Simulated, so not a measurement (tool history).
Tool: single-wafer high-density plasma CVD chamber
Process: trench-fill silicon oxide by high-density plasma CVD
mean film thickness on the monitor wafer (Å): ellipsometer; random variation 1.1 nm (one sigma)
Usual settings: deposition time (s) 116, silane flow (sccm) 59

run	hour	deposition time (s)	silane flow (sccm)	wafers since the last listed run	hours since the silane flow controller was replaced	hours since the gauge calibration	read-back reference wafer on the same gauge, thickness_nm	mean film thickness on the monitor wafer (Å)
1	0	132	59	0	4700	259.5	840.781	8102.28
2	17.6	132	59	268	4717.6	277.1	841.38	8127.2
3	29.7	132	59	184	4729.7	289.2	840.366	8097.97
4	82.9	116	59	811	4782.9	342.4	840.77	7120.53
# hour 118.2: gauge calibrated
5	118.3	116	59	540	4818.3	0.1	828.846	7022.8
6	132.5	116	59	216	4832.5	14.3	830.595	7033.94
7	172.5	116	51	610	4872.5	54.3	833.877	6227.01
8	179.9	116	51	112	4879.9	61.7	834.467	6240.38
9	197.7	116	59	271	4897.7	79.5	835.557	7059.67
10	215	116	59	263	4915	96.8	836.558	7101.42
11	228.1	106	56	199	4928.1	109.9	836.406	6197.74
12	242.6	116	59	221	4942.6	124.4	837.305	7076.87
# hour 253.7: silane flow controller replaced
13	258.8	93	54	125	5.1	140.6	838.065	5276.69
14	275.6	134	59	256	21.9	157.4	838.988	8217.02
15	287.6	138	59	183	33.9	169.4	838.943	8445.49
16	306.7	116	59	291	53	188.5	839.348	7104.76
17	319.8	129	50	199	66.1	201.6	839.397	6868.86
18	334	116	48	216	80.3	215.8	840.166	5967.8
19	346	116	59	183	92.3	227.8	840.383	7110.87
20	354.1	116	59	123	100.4	235.9	840.632	7122.22

The tool's hidden state at each run:
delivered silane flow above the setpoint (%): 0 in every run
H1: gauge reads high (%)
run	H1
1	1.27
2	1.3
3	1.31
4	1.37
5	-0.0743
6	0.0952
7	0.483
8	0.542
9	0.672
10	0.781
11	0.855
12	0.928
13	1
14	1.07
15	1.11
16	1.17
17	1.2
18	1.24
19	1.27
20	1.28
